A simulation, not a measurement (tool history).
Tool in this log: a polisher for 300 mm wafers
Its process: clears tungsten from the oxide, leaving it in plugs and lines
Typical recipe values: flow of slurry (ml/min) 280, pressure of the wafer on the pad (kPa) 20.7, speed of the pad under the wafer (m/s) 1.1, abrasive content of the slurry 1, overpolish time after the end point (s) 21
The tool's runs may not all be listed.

run	hour	flow of slurry (ml/min)	pressure of the wafer on the pad (kPa)	speed of the pad under the wafer (m/s)	abrasive content of the slurry	overpolish time after the end point (s)	wafers since the last listed run	wafers polished on this pad	hours since the slurry nozzle was cleaned	hours since the head pressure was calibrated	hours since the slurry blender was calibrated	hours since the slurry got fresh peroxide	incoming thickness of the incoming film, nm	time until the end point was called (s)
1	0	280	20.7	1.1	1	16	0	467	154.9	357.4	209.1	364.2	260.3	75.3
# hour 38.7: slurry tank refilled with fresh slurry and peroxide
2	73.5	280	20.7	1.1	1	16	546	1014	228.4	430.9	282.6	34.8	257.1	67.1
3	128.9	280	20.7	0.88	1.15	21	417	1432	283.8	486.3	338	90.2	259.4	83.2
# hour 148.4: head pressure recalibrated
4	218.7	280	20.7	1.1	1	21	662	2094	373.6	70.3	427.8	180	257	72.9
5	319.9	280	20.7	1.1	1	21	763	2857	474.8	171.5	529	281.2	263.4	72.7
# hour 324.8: slurry blender recalibrated
6	414.1	280	20.7	1.1	1	21	695	3552	569	265.7	89.3	375.4	256.9	74
# hour 418.8: worn pad replaced by a new one
7	450.2	280	20.7	0.88	1	21	242	236	605.1	301.8	125.4	411.5	261.4	92.6
8	488.2	280	20.7	0.88	1	21	286	523	643.1	339.8	163.4	449.5	263.8	93.9
# hour 510: slurry tank refilled with fresh slurry and peroxide
# hour 549.4: head pressure recalibrated
9	566.4	280	20.7	0.88	1	21	567	1090	721.3	17	241.6	56.4	259.8	86.8
# hour 583.1: slurry nozzle cleaned
10	623.6	280	20.7	1.2	1	29	423	1513	40.5	74.2	298.8	113.6	261.6	67.3
11	680.1	320	20.7	1.1	1	21	426	1940	97	130.7	355.3	170.1	258.7	70.5
12	767.7	375	20.7	1.1	1.1	21	660	2600	184.6	218.3	442.9	257.7	264.5	72.6
# hour 824.4: worn pad replaced by a new one
# hour 841.9: slurry blender recalibrated
13	871.4	280	26.2	1.1	1.25	17	736	339	288.3	322	29.5	361.4	257.2	61.2
14	932.5	365	18.6	1.46	1	33	460	799	349.4	383.1	90.6	422.5	257.7	63.2
# hour 949.2: head pressure recalibrated
15	985.3	330	20.7	1.1	1	21	383	1182	402.2	36.1	143.4	475.3	262.5	78.4
16	1021.7	280	24.1	0.8	1	17	274	1457	438.6	72.5	179.8	511.7	261.9	97.4
# hour 1036.1: slurry tank refilled with fresh slurry and peroxide
17	1093.4	280	20.7	1.1	1	14	533	1990	510.3	144.2	251.5	57.3	260.5	68.1
# hour 1178.1: slurry nozzle cleaned
18	1189.2	280	20.7	1.1	1	21	714	2705	11.1	240	347.3	153.1	264.1	72.7
# hour 1237.6: worn pad replaced by a new one
# hour 1255.2: slurry blender recalibrated
19	1268.9	330	20.7	0.74	1.2	26	555	220	90.8	319.7	13.7	232.8	257	105.3
20	1312.5	280	22.8	0.76	0.85	21	328	549	134.4	363.3	57.3	276.4	261.3	98.4
# hour 1364: head pressure recalibrated
21	1401	345	20.7	1.32	1	21	652	1202	222.9	37	145.8	364.9	258.3	58.6
22	1454.6	280	20.7	0.76	1	21	404	1606	276.5	90.6	199.4	418.5	260.2	110
# hour 1518.3: slurry tank refilled with fresh slurry and peroxide
23	1528.9	280	20.7	1.1	1	21	552	2159	350.8	164.9	273.7	10.6	263.7	68.6
24	1583.2	280	20.7	1.1	1	21	409	2568	405.1	219.2	328	64.9	254	66.1
25	1683.3	280	20.7	1.1	1	21	754	3323	505.2	319.3	428.1	165	260	71.4
# hour 1752.1: worn pad replaced by a new one
# hour 1763.7: slurry blender recalibrated
26	1791	280	24.8	0.88	1.1	26	766	278	612.9	427	27.3	272.7	255.5	78
# hour 1832.5: head pressure recalibrated
# hour 1833.8: slurry nozzle cleaned
27	1884	200	20.7	1.44	0.8	9	678	957	50.2	51.5	120.3	365.7	258.5	63.7

Pick out some run-to-run changes in time until the end point was called (s). Of each, how much would a tool without hidden state show as well, from the settings, what came in and chance, and how much is left for the hidden state and any gauge scatter not in both results compared?
Hidden state present: removal rate lost through wear of the pad, %; slurry flow missing at the pad, %; deviation of the head's pressure from its setpoint, %; abrasive missing from the slurry, %; peroxide lost from the slurry, %.
Run 16 -> 17: pressure of the wafer on the pad (kPa) 24.1 -> 20.7, speed of the pad under the wafer (m/s) 0.8 -> 1.1, overpolish time after the end point (s) 17 -> 14, slurry tank refilled with fresh slurry and peroxide. time until the end point was called (s) -29.3: hidden state -13.5, all else -15.8.
Run 21 -> 22: flow of slurry (ml/min) 345 -> 280, speed of the pad under the wafer (m/s) 1.32 -> 0.76. time until the end point was called (s) +51.4: hidden state +8, all else +43.4.
Run 22 -> 23: speed of the pad under the wafer (m/s) 0.76 -> 1.1, slurry tank refilled with fresh slurry and peroxide. time until the end point was called (s) -41.4: hidden state -14.7, all else -26.7.

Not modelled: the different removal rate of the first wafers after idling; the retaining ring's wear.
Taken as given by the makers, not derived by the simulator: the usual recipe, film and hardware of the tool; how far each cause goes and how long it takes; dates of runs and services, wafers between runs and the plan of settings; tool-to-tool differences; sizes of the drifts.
